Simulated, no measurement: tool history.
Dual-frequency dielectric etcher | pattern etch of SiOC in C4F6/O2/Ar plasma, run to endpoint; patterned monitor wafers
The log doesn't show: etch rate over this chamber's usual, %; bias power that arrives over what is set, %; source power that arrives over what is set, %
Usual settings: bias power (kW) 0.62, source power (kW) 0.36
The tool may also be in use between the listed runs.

run,hour,bias power (kW),source power (kW),wafers since the last listed run,hours since the last wet clean,hours since the last bias power generator calibration,hours since the last source power generator calibration,hours since the last upper electrode change,"incoming incoming film thickness, nm",endpoint time (s)
1,0,0.62,0.36,0,318.7,3496.6,602.4,1651.1,39.73,12.5
2,30.9,0.62,0.36,395,349.6,3527.5,633.3,1682,39.72,12.3
3,58.1,0.715,0.32,347,376.8,3554.7,660.5,1709.2,39.31,12.2
4,91.8,0.503,0.36,430,410.5,3588.4,694.2,1742.9,39.14,13.6
5,197.5,0.503,0.36,1351,516.2,3694.1,799.9,1848.6,39.04,13.6
6,216,0.503,0.36,236,534.7,3712.6,818.4,1867.1,38.97,13.9
# hour 245.6: wet clean of the chamber
7,247.2,0.62,0.36,92,1.6,3743.8,849.6,1898.3,39.09,11.9
8,276.1,0.62,0.43,369,30.5,3772.7,878.5,1927.2,39.62,11
9,288.4,0.62,0.43,157,42.8,3785,890.8,1939.5,39.08,11.1
10,307.3,0.62,0.43,241,61.7,3803.9,909.7,1958.4,39.3,11.3
11,328.9,0.692,0.36,276,83.3,3825.5,931.3,1980,39.33,11.5
12,341.6,0.62,0.31,162,96,3838.2,944,1992.7,39.69,13.1
13,407.1,0.702,0.29,837,161.5,3903.7,1009.5,2058.2,39.11,12.4
14,512.4,0.702,0.29,1346,266.8,4009,1114.8,2163.5,39.59,12.8
# hour 539.2: upper electrode replaced
15,539.7,0.674,0.36,42,294.1,4036.3,1142.1,0.5,38.92,11.6
16,552.6,0.62,0.36,164,307,4049.2,1155,13.4,39.1,12.1
# hour 560.4: bias power generator calibrated
17,566.7,0.62,0.4,129,321.1,6.3,1169.1,27.5,39.38,11.7
18,586.1,0.62,0.43,248,340.5,25.7,1188.5,46.9,39.01,11.3

The next listed run, before its measurement:
19,605.4,0.62,0.36,246,359.8,45,1207.8,66.2,39.6,?

endpoint time (s): 12.3
Without the tool's hidden state the same run would have given endpoint time (s) 12.
